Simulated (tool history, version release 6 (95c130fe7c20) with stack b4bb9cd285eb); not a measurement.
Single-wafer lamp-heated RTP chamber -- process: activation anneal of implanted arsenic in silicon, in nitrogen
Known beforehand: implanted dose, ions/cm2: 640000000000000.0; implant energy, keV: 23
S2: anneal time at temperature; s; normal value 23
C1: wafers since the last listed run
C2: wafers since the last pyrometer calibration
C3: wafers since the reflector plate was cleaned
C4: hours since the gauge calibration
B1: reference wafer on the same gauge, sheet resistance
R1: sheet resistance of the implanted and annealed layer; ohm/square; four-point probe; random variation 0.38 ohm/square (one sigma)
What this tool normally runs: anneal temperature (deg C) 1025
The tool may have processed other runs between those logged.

run 1 day=0 | anneal_temperature_(deg_C)=1041 S2=23 | C1=0 C2=6279 C3=1069 C4=634.5 | B1=147.96 | R1=167.76
run 2 day=2.875 | anneal_temperature_(deg_C)=1041 S2=23 | C1=1147 C2=7427 C3=2217 C4=703.5 | B1=148.11 | R1=167.55
-- day=3.358 pyrometer window cleaned and pyrometer calibrated
run 3 day=5.579 | anneal_temperature_(deg_C)=1041 S2=23 | C1=946 C2=886 C3=3163 C4=768.4 | B1=147.95 | R1=167.19
run 4 day=9.879 | anneal_temperature_(deg_C)=1025 S2=23 | C1=1716 C2=2603 C3=4880 C4=871.6 | B1=148.03 | R1=170.21
run 5 day=11.746 | anneal_temperature_(deg_C)=1009 S2=23 | C1=745 C2=3348 C3=5625 C4=916.4 | B1=147.92 | R1=172.94
run 6 day=13.125 | anneal_temperature_(deg_C)=1009 S2=23 | C1=550 C2=3898 C3=6175 C4=949.5 | B1=147.89 | R1=172.49
run 7 day=14.696 | anneal_temperature_(deg_C)=1009 S2=23 | C1=627 C2=4526 C3=6802 C4=987.2 | B1=148.04 | R1=172.35
run 8 day=16.221 | anneal_temperature_(deg_C)=1025 S2=32 | C1=608 C2=5134 C3=7411 C4=1023.8 | B1=147.96 | R1=168.28
run 9 day=18.588 | anneal_temperature_(deg_C)=1025 S2=32 | C1=944 C2=6079 C3=8356 C4=1080.6 | B1=147.89 | R1=167.79
run 10 day=20.792 | anneal_temperature_(deg_C)=1025 S2=32 | C1=879 C2=6959 C3=9236 C4=1133.5 | B1=148.05 | R1=166.42
-- day=21.729 pyrometer window cleaned and pyrometer calibrated
-- day=21.888 reflector plate cleaned
run 11 day=23.212 | anneal_temperature_(deg_C)=1025 S2=28 | C1=771 C2=529 C3=529 C4=1191.6 | B1=148.07 | R1=169.27
-- day=23.867 gauge calibrated
run 12 day=25.367 | anneal_temperature_(deg_C)=1025 S2=23 | C1=859 C2=1389 C3=1389 C4=36 | B1=147.96 | R1=170.71
run 13 day=26.654 | anneal_temperature_(deg_C)=1025 S2=23 | C1=513 C2=1903 C3=1903 C4=66.9 | B1=147.97 | R1=170.51
run 14 day=27.762 | anneal_temperature_(deg_C)=1008 S2=14 | C1=442 C2=2345 C3=2345 C4=93.5 | B1=147.99 | R1=176.38
run 15 day=28.788 | anneal_temperature_(deg_C)=1050 S2=11 | C1=409 C2=2754 C3=2754 C4=118.1 | B1=148.05 | R1=172.1
run 16 day=32.133 | anneal_temperature_(deg_C)=1045 S2=23 | C1=1335 C2=4090 C3=4090 C4=198.4 | B1=147.95 | R1=167.22
run 17 day=33.746 | anneal_temperature_(deg_C)=1055 S2=15 | C1=643 C2=4734 C3=4734 C4=237.1 | B1=148.05 | R1=169.01
run 18 day=35.754 | anneal_temperature_(deg_C)=1025 S2=23 | C1=801 C2=5535 C3=5535 C4=285.3 | B1=147.93 | R1=171.11
run 19 day=38.15 | anneal_temperature_(deg_C)=1025 S2=23 | C1=956 C2=6492 C3=6492 C4=342.8 | B1=148.03 | R1=170.55

Expected results for the next run?
run 20 day=39.592 | anneal_temperature_(deg_C)=1047 S2=33 | C1=575 C2=7067 C3=7067 C4=377.4 | B1=? | R1=?

B1: 147.94
R1: 162.95 ohm/square
Without the tool's hidden state the same run would have given R1 163.98 ohm/square.

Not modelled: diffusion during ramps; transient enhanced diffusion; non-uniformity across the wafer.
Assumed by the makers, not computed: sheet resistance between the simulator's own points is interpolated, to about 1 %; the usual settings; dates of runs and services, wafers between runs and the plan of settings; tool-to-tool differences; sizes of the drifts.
